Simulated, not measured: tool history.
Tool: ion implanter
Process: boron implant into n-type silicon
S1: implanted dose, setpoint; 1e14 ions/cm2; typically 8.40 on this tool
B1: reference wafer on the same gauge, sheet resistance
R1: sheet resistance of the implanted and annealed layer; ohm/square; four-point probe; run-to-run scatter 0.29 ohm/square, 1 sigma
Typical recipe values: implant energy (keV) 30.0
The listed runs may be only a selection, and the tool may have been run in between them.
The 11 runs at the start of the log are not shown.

-- hour=547.5 extraction supply calibrated
run 12 hour=588.9 | S1=9.71 implant_energy_(keV)=36.0 | B1=124.90 | R1=118.00
run 13 hour=624.3 | S1=9.71 implant_energy_(keV)=36.0 | B1=125.00 | R1=117.60
run 14 hour=687.7 | S1=10.35 implant_energy_(keV)=30.0 | B1=125.00 | R1=112.54
-- hour=695.5 gauge calibrated
run 15 hour=744.9 | S1=10.35 implant_energy_(keV)=30.0 | B1=124.97 | R1=112.86
run 16 hour=787.1 | S1=8.40 implant_energy_(keV)=30.0 | B1=124.91 | R1=134.06
run 17 hour=817.1 | S1=8.40 implant_energy_(keV)=30.0 | B1=125.01 | R1=134.14
run 18 hour=847.0 | S1=9.29 implant_energy_(keV)=27.0 | B1=125.03 | R1=124.01
run 19 hour=907.8 | S1=8.40 implant_energy_(keV)=30.0 | B1=124.84 | R1=134.24
run 20 hour=945.8 | S1=8.40 implant_energy_(keV)=35.5 | B1=125.02 | R1=132.33
run 21 hour=996.0 | S1=7.88 implant_energy_(keV)=30.0 | B1=124.84 | R1=141.69
run 22 hour=1067.2 | S1=6.17 implant_energy_(keV)=30.0 | B1=125.00 | R1=173.09
run 23 hour=1108.0 | S1=9.40 implant_energy_(keV)=33.5 | B1=124.80 | R1=120.95
run 24 hour=1132.1 | S1=6.08 implant_energy_(keV)=36.0 | B1=125.00 | R1=172.10
run 25 hour=1199.2 | S1=10.62 implant_energy_(keV)=19.5 | B1=124.96 | R1=113.86
run 26 hour=1264.9 | S1=9.47 implant_energy_(keV)=27.5 | B1=124.96 | R1=121.40

What will run 27 give?
run 27 hour=1289.7 | S1=7.77 implant_energy_(keV)=26.5 | B1=? | R1=?

B1: 124.87
R1: 144.12 ohm/square
Without the tool's hidden state the same run would have given R1 145.02 ohm/square.
